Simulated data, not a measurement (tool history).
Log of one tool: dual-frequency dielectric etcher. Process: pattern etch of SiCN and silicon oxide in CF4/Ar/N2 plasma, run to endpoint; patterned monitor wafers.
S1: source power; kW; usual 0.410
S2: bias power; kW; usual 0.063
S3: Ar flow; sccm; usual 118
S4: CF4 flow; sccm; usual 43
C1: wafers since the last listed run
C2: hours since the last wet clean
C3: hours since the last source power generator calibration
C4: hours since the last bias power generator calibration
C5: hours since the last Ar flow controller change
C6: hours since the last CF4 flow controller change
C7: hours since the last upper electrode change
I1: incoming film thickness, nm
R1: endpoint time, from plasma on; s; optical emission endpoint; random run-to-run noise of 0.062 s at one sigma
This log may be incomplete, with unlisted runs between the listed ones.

run 1 hour=0.0 | S1=0.410 S2=0.063 S3=118 S4=43 | C1=0 C2=114.0 C3=2108.9 C4=3746.0 C5=1275.2 C6=3979.8 C7=4448.2 | I1=8.48 | R1=11.9
run 2 hour=43.9 | S1=0.410 S2=0.063 S3=118 S4=43 | C1=825 C2=157.9 C3=2152.8 C4=3789.9 C5=1319.1 C6=4023.7 C7=4492.1 | I1=8.56 | R1=11.9
run 3 hour=111.5 | S1=0.410 S2=0.063 S3=118 S4=43 | C1=1271 C2=225.5 C3=2220.4 C4=3857.5 C5=1386.7 C6=4091.3 C7=4559.7 | I1=8.48 | R1=12.1
-- hour=124.7 bias power generator calibrated
run 4 hour=144.1 | S1=0.410 S2=0.063 S3=118 S4=43 | C1=538 C2=258.1 C3=2253.0 C4=19.4 C5=1419.3 C6=4123.9 C7=4592.3 | I1=8.48 | R1=12.1
run 5 hour=186.2 | S1=0.410 S2=0.063 S3=118 S4=43 | C1=792 C2=300.2 C3=2295.1 C4=61.5 C5=1461.4 C6=4166.0 C7=4634.4 | I1=8.45 | R1=12.2
run 6 hour=237.4 | S1=0.410 S2=0.063 S3=118 S4=43 | C1=963 C2=351.4 C3=2346.3 C4=112.7 C5=1512.6 C6=4217.2 C7=4685.6 | I1=8.48 | R1=12.4
-- hour=256.6 CF4 flow controller replaced
run 7 hour=266.2 | S1=0.410 S2=0.063 S3=131 S4=43 | C1=428 C2=380.2 C3=2375.1 C4=141.5 C5=1541.4 C6=9.6 C7=4714.4 | I1=8.40 | R1=12.4
run 8 hour=291.8 | S1=0.410 S2=0.063 S3=118 S4=43 | C1=481 C2=405.8 C3=2400.7 C4=167.1 C5=1567.0 C6=35.2 C7=4740.0 | I1=8.56 | R1=12.5
-- hour=329.4 source power generator calibrated
run 9 hour=334.6 | S1=0.370 S2=0.063 S3=118 S4=36 | C1=729 C2=448.6 C3=5.2 C4=209.9 C5=1609.8 C6=78.0 C7=4782.8 | I1=8.40 | R1=14.2
-- hour=376.3 wet clean of the chamber
-- hour=388.9 upper electrode replaced
run 10 hour=389.4 | S1=0.350 S2=0.056 S3=118 S4=43 | C1=343 C2=13.1 C3=60.0 C4=264.7 C5=1664.6 C6=132.8 C7=0.5 | I1=8.40 | R1=14.2
-- hour=425.3 Ar flow controller replaced
run 11 hour=425.8 | S1=0.350 S2=0.074 S3=105 S4=43 | C1=571 C2=49.5 C3=96.4 C4=301.1 C5=0.5 C6=169.2 C7=36.9 | I1=8.44 | R1=12.6
run 12 hour=479.5 | S1=0.320 S2=0.048 S3=104 S4=49 | C1=1010 C2=103.2 C3=150.1 C4=354.8 C5=54.2 C6=222.9 C7=90.6 | I1=8.43 | R1=16.0
run 13 hour=526.7 | S1=0.360 S2=0.063 S3=106 S4=51 | C1=888 C2=150.4 C3=197.3 C4=402.0 C5=101.4 C6=270.1 C7=137.8 | I1=8.59 | R1=12.9
run 14 hour=561.2 | S1=0.380 S2=0.052 S3=93 S4=36 | C1=649 C2=184.9 C3=231.8 C4=436.5 C5=135.9 C6=304.6 C7=172.3 | I1=8.47 | R1=13.6
run 15 hour=595.8 | S1=0.490 S2=0.076 S3=90 S4=38 | C1=650 C2=219.5 C3=266.4 C4=471.1 C5=170.5 C6=339.2 C7=206.9 | I1=8.49 | R1=8.9
run 16 hour=621.4 | S1=0.510 S2=0.058 S3=135 S4=53 | C1=481 C2=245.1 C3=292.0 C4=496.7 C5=196.1 C6=364.8 C7=232.5 | I1=8.46 | R1=9.5
run 17 hour=667.9 | S1=0.410 S2=0.059 S3=143 S4=43 | C1=874 C2=291.6 C3=338.5 C4=543.2 C5=242.6 C6=411.3 C7=279.0 | I1=8.53 | R1=12.7
run 18 hour=705.6 | S1=0.350 S2=0.072 S3=140 S4=50 | C1=709 C2=329.3 C3=376.2 C4=580.9 C5=280.3 C6=449.0 C7=316.7 | I1=8.50 | R1=13.5
run 19 hour=740.9 | S1=0.340 S2=0.063 S3=97 S4=48 | C1=664 C2=364.6 C3=411.5 C4=616.2 C5=315.6 C6=484.3 C7=352.0 | I1=8.53 | R1=14.0
-- hour=778.3 wet clean of the chamber
run 20 hour=811.2 | S1=0.410 S2=0.063 S3=145 S4=43 | C1=871 C2=32.9 C3=481.8 C4=686.5 C5=385.9 C6=554.6 C7=422.3 | I1=8.38 | R1=11.9
run 21 hour=881.5 | S1=0.410 S2=0.063 S3=118 S4=43 | C1=1322 C2=103.2 C3=552.1 C4=756.8 C5=456.2 C6=624.9 C7=492.6 | I1=8.45 | R1=11.6
run 22 hour=917.3 | S1=0.340 S2=0.063 S3=132 S4=43 | C1=673 C2=139.0 C3=587.9 C4=792.6 C5=492.0 C6=660.7 C7=528.4 | I1=8.54 | R1=14.9
run 23 hour=986.7 | S1=0.410 S2=0.063 S3=94 S4=43 | C1=1305 C2=208.4 C3=657.3 C4=862.0 C5=561.4 C6=730.1 C7=597.8 | I1=8.47 | R1=11.4
run 24 hour=1016.1 | S1=0.460 S2=0.063 S3=133 S4=50 | C1=553 C2=237.8 C3=686.7 C4=891.4 C5=590.8 C6=759.5 C7=627.2 | I1=8.55 | R1=10.4
run 25 hour=1067.1 | S1=0.410 S2=0.063 S3=118 S4=43 | C1=959 C2=288.8 C3=737.7 C4=942.4 C5=641.8 C6=810.5 C7=678.2 | I1=8.47 | R1=11.8

Branching from run 25: 3 alternative next runs. What would each branch give?
run A hour=1067.5 | S1=0.410 S2=0.063 S3=92 S4=43 | C1=7 C2=289.2 C3=738.1 C4=942.8 C5=642.2 C6=810.9 C7=678.6 | I1=8.48 | R1=?
run B hour=1067.5 | S1=0.450 S2=0.063 S3=141 S4=43 | C1=7 C2=289.2 C3=738.1 C4=942.8 C5=642.2 C6=810.9 C7=678.6 | I1=8.48 | R1=?
run C hour=1067.5 | S1=0.330 S2=0.063 S3=130 S4=43 | C1=7 C2=289.2 C3=738.1 C4=942.8 C5=642.2 C6=810.9 C7=678.6 | I1=8.48 | R1=?

run=A R1=11.4
run=B R1=11.2
run=C R1=15.4
What these runs would have given with no unlogged condition in the tool:
run=A R1=10.9
run=B R1=10.6
run=C R1=14.7
